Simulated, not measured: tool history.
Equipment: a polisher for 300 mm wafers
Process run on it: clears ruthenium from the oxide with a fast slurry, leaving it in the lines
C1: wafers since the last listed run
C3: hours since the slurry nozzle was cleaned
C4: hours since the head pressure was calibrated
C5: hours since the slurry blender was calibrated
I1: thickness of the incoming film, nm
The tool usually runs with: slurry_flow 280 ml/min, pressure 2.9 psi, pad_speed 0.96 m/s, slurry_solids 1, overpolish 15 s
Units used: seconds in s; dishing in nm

{"run": 1, "hour": 0.0, "slurry_flow": 280, "pressure": 2.9, "pad_speed": 0.96, "slurry_solids": 1, "overpolish": 15, "C1": 0, "wafers polished on this pad": 804, "C3": 141.6, "C4": 424.5, "C5": 265.8, "I1": 151.1, "seconds": 44.6, "dishing": 44.6}
{"run": 2, "hour": 17.4, "slurry_flow": 280, "pressure": 2.9, "pad_speed": 0.96, "slurry_solids": 1, "overpolish": 15, "C1": 234, "wafers polished on this pad": 1039, "C3": 159, "C4": 441.9, "C5": 283.2, "I1": 151, "seconds": 45.5, "dishing": 43.6}
{"run": 3, "hour": 31.8, "slurry_flow": 280, "pressure": 2.9, "pad_speed": 0.96, "slurry_solids": 1, "overpolish": 15, "C1": 194, "wafers polished on this pad": 1233, "C3": 173.4, "C4": 456.3, "C5": 297.6, "I1": 148.8, "seconds": 44.7, "dishing": 43.5}
{"hour": 44.6, "done": "worn pad replaced by a new one"}
{"run": 4, "hour": 45.1, "slurry_flow": 280, "pressure": 2.9, "pad_speed": 0.96, "slurry_solids": 1, "overpolish": 15, "C1": 125, "wafers polished on this pad": 6, "C3": 186.7, "C4": 469.6, "C5": 310.9, "I1": 148.8, "seconds": 42.5, "dishing": 47.1}
{"run": 5, "hour": 54.9, "slurry_flow": 280, "pressure": 3.2, "pad_speed": 1.08, "slurry_solids": 1, "overpolish": 15, "C1": 132, "wafers polished on this pad": 138, "C3": 196.5, "C4": 479.4, "C5": 320.7, "I1": 147.9, "seconds": 36.1, "dishing": 52.2}
{"run": 6, "hour": 65.9, "slurry_flow": 280, "pressure": 3.2, "pad_speed": 1.08, "slurry_solids": 1, "overpolish": 15, "C1": 148, "wafers polished on this pad": 286, "C3": 207.5, "C4": 490.4, "C5": 331.7, "I1": 151, "seconds": 37.5, "dishing": 52.7}
{"run": 7, "hour": 81.2, "slurry_flow": 280, "pressure": 2.9, "pad_speed": 0.8, "slurry_solids": 1, "overpolish": 10, "C1": 206, "wafers polished on this pad": 492, "C3": 222.8, "C4": 505.7, "C5": 347, "I1": 151.3, "seconds": 48.8, "dishing": 29.4}
{"run": 8, "hour": 89.1, "slurry_flow": 280, "pressure": 2.9, "pad_speed": 0.96, "slurry_solids": 1, "overpolish": 15, "C1": 106, "wafers polished on this pad": 599, "C3": 230.7, "C4": 513.6, "C5": 354.9, "I1": 148.5, "seconds": 42.9, "dishing": 47.6}
{"run": 9, "hour": 96.8, "slurry_flow": 280, "pressure": 2.9, "pad_speed": 0.96, "slurry_solids": 1, "overpolish": 15, "C1": 103, "wafers polished on this pad": 703, "C3": 238.4, "C4": 521.3, "C5": 362.6, "I1": 148, "seconds": 42.1, "dishing": 49}
{"hour": 121.5, "done": "slurry blender recalibrated"}
{"run": 10, "hour": 125.3, "slurry_flow": 195, "pressure": 2.9, "pad_speed": 0.96, "slurry_solids": 0.9, "overpolish": 15, "C1": 357, "wafers polished on this pad": 1060, "C3": 266.9, "C4": 549.8, "C5": 3.8, "I1": 150.2, "seconds": 53.9, "dishing": 36.9}
{"run": 11, "hour": 131.4, "slurry_flow": 280, "pressure": 2.1, "pad_speed": 0.96, "slurry_solids": 1.15, "overpolish": 8, "C1": 82, "wafers polished on this pad": 1142, "C3": 273, "C4": 555.9, "C5": 9.9, "I1": 150.2, "seconds": 50.3, "dishing": 22.3}
{"run": 12, "hour": 142.9, "slurry_flow": 220, "pressure": 2.9, "pad_speed": 0.96, "slurry_solids": 1, "overpolish": 15, "C1": 154, "wafers polished on this pad": 1297, "C3": 284.5, "C4": 567.4, "C5": 21.4, "I1": 148.3, "seconds": 49.3, "dishing": 40.7}
{"hour": 150.9, "done": "head pressure recalibrated"}
{"hour": 152.3, "done": "worn pad replaced by a new one"}
{"run": 13, "hour": 152.8, "slurry_flow": 280, "pressure": 2.9, "pad_speed": 0.8, "slurry_solids": 1, "overpolish": 15, "C1": 87, "wafers polished on this pad": 6, "C3": 294.4, "C4": 1.9, "C5": 31.3, "I1": 149.2, "seconds": 47.5, "dishing": 44.4}
{"run": 14, "hour": 160.2, "slurry_flow": 280, "pressure": 2.9, "pad_speed": 0.96, "slurry_solids": 1, "overpolish": 15, "C1": 99, "wafers polished on this pad": 106, "C3": 301.8, "C4": 9.3, "C5": 38.7, "I1": 149.9, "seconds": 43.1, "dishing": 47.9}
{"hour": 168.3, "done": "slurry nozzle cleaned"}
{"run": 15, "hour": 187.9, "slurry_flow": 280, "pressure": 2.5, "pad_speed": 0.96, "slurry_solids": 1.15, "overpolish": 15, "C1": 359, "wafers polished on this pad": 466, "C3": 19.6, "C4": 37, "C5": 66.4, "I1": 149.9, "seconds": 43.1, "dishing": 46.2}
{"run": 16, "hour": 205.1, "slurry_flow": 215, "pressure": 2.9, "pad_speed": 0.96, "slurry_solids": 1, "overpolish": 15, "C1": 231, "wafers polished on this pad": 698, "C3": 36.8, "C4": 54.2, "C5": 83.6, "I1": 151.4, "seconds": 46.8, "dishing": 44.8}
{"run": 17, "hour": 211.2, "slurry_flow": 280, "pressure": 2.9, "pad_speed": 0.96, "slurry_solids": 1, "overpolish": 15, "C1": 82, "wafers polished on this pad": 780, "C3": 42.9, "C4": 60.3, "C5": 89.7, "I1": 152.2, "seconds": 44.8, "dishing": 46.4}
{"run": 18, "hour": 241.8, "slurry_flow": 280, "pressure": 2.9, "pad_speed": 0.96, "slurry_solids": 1, "overpolish": 15, "C1": 412, "wafers polished on this pad": 1192, "C3": 73.5, "C4": 90.9, "C5": 120.3, "I1": 151.9, "seconds": 46.6, "dishing": 43}
{"run": 19, "hour": 250.6, "slurry_flow": 345, "pressure": 3.8, "pad_speed": 1.2, "slurry_solids": 1, "overpolish": 22, "C1": 118, "wafers polished on this pad": 1311, "C3": 82.3, "C4": 99.7, "C5": 129.1, "I1": 149, "seconds": 32.9, "dishing": 83.5}
{"run": 20, "hour": 266.6, "slurry_flow": 340, "pressure": 2.9, "pad_speed": 0.96, "slurry_solids": 0.75, "overpolish": 12, "C1": 215, "wafers polished on this pad": 1526, "C3": 98.3, "C4": 115.7, "C5": 145.1, "I1": 150.6, "seconds": 60.9, "dishing": 28.6}
{"hour": 272.0, "done": "worn pad replaced by a new one"}
{"run": 21, "hour": 283.0, "slurry_flow": 200, "pressure": 2.9, "pad_speed": 0.78, "slurry_solids": 1.15, "overpolish": 8, "C1": 167, "wafers polished on this pad": 148, "C3": 114.7, "C4": 132.1, "C5": 161.5, "I1": 147.9, "seconds": 46.9, "dishing": 23.3}
{"run": 22, "hour": 290.5, "slurry_flow": 200, "pressure": 2.9, "pad_speed": 1.26, "slurry_solids": 1.2, "overpolish": 15, "C1": 101, "wafers polished on this pad": 249, "C3": 122.2, "C4": 139.6, "C5": 169, "I1": 148.7, "seconds": 35.2, "dishing": 57.5}
{"run": 23, "hour": 305.4, "slurry_flow": 280, "pressure": 2, "pad_speed": 1.24, "slurry_solids": 0.8, "overpolish": 7, "C1": 200, "wafers polished on this pad": 450, "C3": 137.1, "C4": 154.5, "C5": 183.9, "I1": 150.2, "seconds": 53.7, "dishing": 18.7}
{"run": 24, "hour": 314.0, "slurry_flow": 280, "pressure": 2.9, "pad_speed": 0.96, "slurry_solids": 1, "overpolish": 15, "C1": 115, "wafers polished on this pad": 566, "C3": 145.7, "C4": 163.1, "C5": 192.5, "I1": 152.9, "seconds": 44.3, "dishing": 47.3}
{"run": 25, "hour": 330.0, "slurry_flow": 280, "pressure": 2, "pad_speed": 0.96, "slurry_solids": 1, "overpolish": 20, "C1": 215, "wafers polished on this pad": 781, "C3": 161.7, "C4": 179.1, "C5": 208.5, "I1": 150.8, "seconds": 54.4, "dishing": 47.7}
{"run": 26, "hour": 336.8, "slurry_flow": 280, "pressure": 2.9, "pad_speed": 0.96, "slurry_solids": 1, "overpolish": 20, "C1": 91, "wafers polished on this pad": 873, "C3": 168.5, "C4": 185.9, "C5": 215.3, "I1": 150.3, "seconds": 44.5, "dishing": 58.7}
{"run": 27, "hour": 353.4, "slurry_flow": 280, "pressure": 2.9, "pad_speed": 0.96, "slurry_solids": 1, "overpolish": 15, "C1": 223, "wafers polished on this pad": 1097, "C3": 185.1, "C4": 202.5, "C5": 231.9, "I1": 149.6, "seconds": 45.4, "dishing": 45.2}
{"run": 28, "hour": 364.4, "slurry_flow": 200, "pressure": 2.9, "pad_speed": 0.78, "slurry_solids": 1.15, "overpolish": 8, "C1": 148, "wafers polished on this pad": 1245, "C3": 196.1, "C4": 213.5, "C5": 242.9, "I1": 152, "seconds": 52.3, "dishing": 21.8}

Entry by entry between the runs, the difference in hidden state between the last listed run before and the first listed run after:
In the gap between runs 3 and 4: worn pad replaced by a new one (hour 44.6)
  removal rate lost through wear of the pad, %: 8.79 -> 0.876
  measured result minus the result with no hidden state, seconds: +3.9 -> +0.4 s; dishing: -3.8 -> -0.4 nm
In the gap between runs 9 and 10: slurry blender recalibrated (hour 121.5)
  removal rate lost through wear of the pad, %: 3.28 -> 6.63
  measured result minus the result with no hidden state, seconds: +1.3 -> +3.6 s; dishing: -1.5 -> -2.4 nm
In the gap between runs 12 and 13: head pressure recalibrated (hour 150.9); worn pad replaced by a new one (hour 152.3)
  removal rate lost through wear of the pad, %: 9.42 -> 1.46
  measured result minus the result with no hidden state, seconds: +4.7 -> +0.7 s; dishing: -3.9 -> -0.6 nm
In the gap between runs 14 and 15: slurry nozzle cleaned (hour 168.3)
  removal rate lost through wear of the pad, %: 1.52 -> 2.58
  measured result minus the result with no hidden state, seconds: +0.7 -> +1.1 s; dishing: -0.7 -> -1.1 nm
In the gap between runs 20 and 21: worn pad replaced by a new one (hour 272)
  removal rate lost through wear of the pad, %: 13 -> 1.9
  measured result minus the result with no hidden state, seconds: +7.9 -> +0.9 s; dishing: -4 -> -0.4 nm
